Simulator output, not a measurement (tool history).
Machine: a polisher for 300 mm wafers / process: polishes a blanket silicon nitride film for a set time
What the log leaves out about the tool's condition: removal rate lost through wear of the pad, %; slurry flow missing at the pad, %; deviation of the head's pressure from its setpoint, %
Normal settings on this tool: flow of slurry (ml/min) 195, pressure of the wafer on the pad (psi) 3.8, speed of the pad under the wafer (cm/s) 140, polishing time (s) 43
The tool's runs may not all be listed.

run	hour	flow of slurry (ml/min)	pressure of the wafer on the pad (psi)	speed of the pad under the wafer (cm/s)	polishing time (s)	wafers since the last listed run	wafers polished on this pad	hours since the slurry nozzle was cleaned	hours since the head pressure was calibrated	incoming thickness of the incoming film, nm	film removed (Å)
1	0.0	160	3.8	140	43	0	115	416.8	876.9	394.9	970
2	19.7	160	3.8	140	43	240	356	436.5	896.6	386.2	981
3	31.8	195	3.8	140	43	147	503	448.6	908.7	390.8	998
4	53.6	195	3.8	140	43	265	769	470.4	930.5	387.7	1033
5	77.3	195	3.8	140	43	288	1057	494.1	954.2	387.0	1045
6	99.1	195	3.8	140	43	265	1323	515.9	976.0	392.5	1010
7	136.0	195	3.8	140	43	449	1773	552.8	1012.9	396.1	1046
# hour 146.4: worn pad replaced by a new one
8	162.4	245	3.8	140	43	272	194	579.2	1039.3	398.3	1068
9	181.7	245	3.8	140	43	235	429	598.5	1058.6	389.0	1057
10	205.8	245	3.8	140	43	293	723	622.6	1082.7	386.3	1085
# hour 224.3: slurry nozzle cleaned
11	224.8	195	3.8	140	36	219	942	0.5	1101.7	384.4	845
12	248.1	245	3.8	140	43	283	1226	23.8	1125.0	388.1	1074
# hour 272.9: worn pad replaced by a new one
13	273.4	265	2.9	158	54	259	6	49.1	1150.3	395.0	1197
14	301.6	235	4.9	110	43	343	350	77.3	1178.5	384.8	1113
15	382.9	160	3.3	152	48	990	1340	158.6	1259.8	389.4	1082
16	418.0	195	2.8	140	32	427	1768	193.7	1294.9	391.6	598
# hour 426.8: head pressure recalibrated
# hour 429.1: worn pad replaced by a new one
17	451.7	195	2.5	140	53	358	275	227.4	24.9	396.4	940
# hour 515.6: head pressure recalibrated, repeated, since the last time left the tool worse
18	529.4	195	3.8	140	43	922	1197	305.1	13.8	388.8	996
# hour 558.1: worn pad replaced by a new one
19	569.8	195	4.8	140	43	443	142	345.5	54.2	395.2	1222
20	604.0	195	3.1	124	43	416	559	379.7	88.4	384.4	757
21	622.3	195	3.1	124	43	223	782	398.0	106.7	384.0	739
22	654.0	160	3.8	140	43	386	1168	429.7	138.4	391.7	976
23	684.4	235	3.8	126	29	370	1539	460.1	168.8	384.9	615

Table of differences, measured result less the result of that run with no hidden state. Run-to-run variation is the same in both. Gauge scatter possibly is not:
run	film removed (Å)
1	+32
2	+34
3	+35
4	+39
5	+42
6	+42
7	+46
8	+50
9	+51
10	+55
11	+44
12	+58
13	+68
14	+66
15	+73
16	+42
17	+109
18	+11
19	+13
20	+8
21	+9
22	+11
23	+7

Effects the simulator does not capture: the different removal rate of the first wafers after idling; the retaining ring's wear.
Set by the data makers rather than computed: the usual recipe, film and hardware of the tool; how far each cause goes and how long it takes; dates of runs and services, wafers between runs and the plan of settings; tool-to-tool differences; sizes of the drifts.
